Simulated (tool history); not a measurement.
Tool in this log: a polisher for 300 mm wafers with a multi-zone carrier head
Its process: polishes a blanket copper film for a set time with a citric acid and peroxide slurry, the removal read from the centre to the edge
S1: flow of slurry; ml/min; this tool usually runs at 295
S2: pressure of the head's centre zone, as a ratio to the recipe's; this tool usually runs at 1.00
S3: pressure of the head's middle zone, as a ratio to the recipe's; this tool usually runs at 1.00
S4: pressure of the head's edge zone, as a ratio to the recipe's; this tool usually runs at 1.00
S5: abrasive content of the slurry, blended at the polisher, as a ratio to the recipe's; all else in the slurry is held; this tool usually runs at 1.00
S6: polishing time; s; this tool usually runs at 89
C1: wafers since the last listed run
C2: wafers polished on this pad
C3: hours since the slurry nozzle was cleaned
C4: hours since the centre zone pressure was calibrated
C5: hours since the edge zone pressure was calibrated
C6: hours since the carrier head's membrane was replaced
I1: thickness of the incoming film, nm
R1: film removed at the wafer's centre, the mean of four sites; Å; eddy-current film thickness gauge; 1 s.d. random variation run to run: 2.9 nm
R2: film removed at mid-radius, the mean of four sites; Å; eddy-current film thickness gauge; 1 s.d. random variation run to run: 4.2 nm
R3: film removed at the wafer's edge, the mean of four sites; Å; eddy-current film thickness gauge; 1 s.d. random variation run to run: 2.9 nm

run 1 hour=0.0 | S1=295 S2=1.00 S3=1.00 S4=1.00 S5=1.00 S6=89 | C1=0 C2=330 C3=190.5 C4=891.5 C5=1074.9 C6=1123.5 | I1=1227.7 | R1=3164 R2=3044 R3=3099
run 2 hour=14.6 | S1=295 S2=1.00 S3=1.00 S4=1.00 S5=1.00 S6=89 | C1=75 C2=405 C3=205.1 C4=906.1 C5=1089.5 C6=1138.1 | I1=1212.6 | R1=3187 R2=3097 R3=3032
run 3 hour=64.5 | S1=295 S2=1.00 S3=1.00 S4=1.00 S5=1.00 S6=89 | C1=256 C2=662 C3=255.0 C4=956.0 C5=1139.4 C6=1188.0 | I1=1221.3 | R1=3159 R2=3072 R3=3078
run 4 hour=76.8 | S1=295 S2=1.00 S3=1.00 S4=1.00 S5=1.00 S6=89 | C1=63 C2=725 C3=267.3 C4=968.3 C5=1151.7 C6=1200.3 | I1=1224.0 | R1=3117 R2=3178 R3=3056
-- hour=129.3 worn pad replaced by a new one
run 5 hour=129.8 | S1=295 S2=1.00 S3=1.00 S4=1.00 S5=1.00 S6=89 | C1=251 C2=2 C3=320.3 C4=1021.3 C5=1204.7 C6=1253.3 | I1=1196.0 | R1=3215 R2=3094 R3=3100
run 6 hour=133.0 | S1=295 S2=1.00 S3=1.00 S4=1.00 S5=1.00 S6=89 | C1=16 C2=18 C3=323.5 C4=1024.5 C5=1207.9 C6=1256.5 | I1=1215.9 | R1=3104 R2=3098 R3=3055
-- hour=147.8 carrier head's membrane replaced by a new one
run 7 hour=148.3 | S1=295 S2=1.00 S3=1.00 S4=1.00 S5=1.00 S6=89 | C1=52 C2=71 C3=338.8 C4=1039.8 C5=1223.2 C6=0.5 | I1=1197.0 | R1=3206 R2=3158 R3=3101
run 8 hour=160.8 | S1=295 S2=1.00 S3=1.00 S4=1.00 S5=1.00 S6=89 | C1=64 C2=136 C3=351.3 C4=1052.3 C5=1235.7 C6=13.0 | I1=1221.2 | R1=3175 R2=3041 R3=3120
run 9 hour=168.6 | S1=295 S2=1.00 S3=1.00 S4=1.00 S5=1.00 S6=89 | C1=40 C2=176 C3=359.1 C4=1060.1 C5=1243.5 C6=20.8 | I1=1216.4 | R1=3150 R2=3144 R3=3097
run 10 hour=177.4 | S1=295 S2=1.00 S3=1.00 S4=1.00 S5=1.00 S6=89 | C1=45 C2=221 C3=367.9 C4=1068.9 C5=1252.3 C6=29.6 | I1=1209.7 | R1=3161 R2=2994 R3=3099
-- hour=182.6 slurry nozzle cleaned
-- hour=192.8 centre zone pressure recalibrated
run 11 hour=193.3 | S1=295 S2=1.00 S3=1.00 S4=1.00 S5=1.00 S6=89 | C1=66 C2=287 C3=10.7 C4=0.5 C5=1268.2 C6=45.5 | I1=1207.8 | R1=3164 R2=3029 R3=3088
run 12 hour=206.1 | S1=295 S2=1.00 S3=1.00 S4=0.93 S5=1.00 S6=89 | C1=65 C2=353 C3=23.5 C4=13.3 C5=1281.0 C6=58.3 | I1=1213.6 | R1=3151 R2=3085 R3=2965
run 13 hour=216.6 | S1=295 S2=1.09 S3=1.00 S4=1.07 S5=0.85 S6=89 | C1=53 C2=407 C3=34.0 C4=23.8 C5=1291.5 C6=68.8 | I1=1185.4 | R1=3269 R2=2982 R3=3063
-- hour=226.7 edge zone pressure recalibrated
run 14 hour=232.7 | S1=245 S2=1.00 S3=1.00 S4=1.00 S5=1.00 S6=89 | C1=72 C2=479 C3=50.1 C4=39.9 C5=6.0 C6=84.9 | I1=1217.0 | R1=3100 R2=3077 R3=3050
run 15 hour=244.0 | S1=390 S2=1.00 S3=1.00 S4=0.95 S5=0.85 S6=107 | C1=58 C2=537 C3=61.4 C4=51.2 C5=17.3 C6=96.2 | I1=1208.2 | R1=3726 R2=3729 R3=3567
run 16 hour=261.1 | S1=225 S2=0.92 S3=1.07 S4=1.09 S5=1.00 S6=89 | C1=87 C2=625 C3=78.5 C4=68.3 C5=34.4 C6=113.3 | I1=1207.2 | R1=2883 R2=3109 R3=3151
run 17 hour=273.1 | S1=295 S2=1.00 S3=1.00 S4=1.00 S5=1.00 S6=89 | C1=61 C2=687 C3=90.5 C4=80.3 C5=46.4 C6=125.3 | I1=1238.8 | R1=3161 R2=3146 R3=3104
run 18 hour=288.6 | S1=295 S2=1.00 S3=1.00 S4=1.00 S5=1.00 S6=89 | C1=79 C2=767 C3=106.0 C4=95.8 C5=61.9 C6=140.8 | I1=1219.3 | R1=3171 R2=3131 R3=3079
run 19 hour=297.9 | S1=365 S2=1.00 S3=1.00 S4=1.00 S5=1.00 S6=89 | C1=47 C2=814 C3=115.3 C4=105.1 C5=71.2 C6=150.1 | I1=1200.3 | R1=3242 R2=3200 R3=3124
run 20 hour=313.1 | S1=195 S2=0.88 S3=1.00 S4=1.00 S5=0.90 S6=101 | C1=78 C2=893 C3=130.5 C4=120.3 C5=86.4 C6=165.3 | I1=1218.1 | R1=3003 R2=3290 R3=3276
run 21 hour=326.2 | S1=255 S2=1.04 S3=1.06 S4=1.00 S5=1.10 S6=89 | C1=67 C2=960 C3=143.6 C4=133.4 C5=99.5 C6=178.4 | I1=1226.7 | R1=3302 R2=3240 R3=3155
-- hour=337.6 worn pad replaced by a new one
run 22 hour=338.1 | S1=195 S2=1.00 S3=1.04 S4=1.00 S5=0.70 S6=74 | C1=40 C2=2 C3=155.5 C4=145.3 C5=111.4 C6=190.3 | I1=1221.6 | R1=2273 R2=2270 R3=2248

What was the tool's hidden state at every run in the log?
removal rate lost through wear of the pad, %: 0 across all the runs
slurry flow missing at the pad, %: 0 across all the runs
deviation of the centre zone's pressure from its setpoint, %: 0 across all the runs
deviation of the edge zone's pressure from its setpoint, %: 0 across all the runs
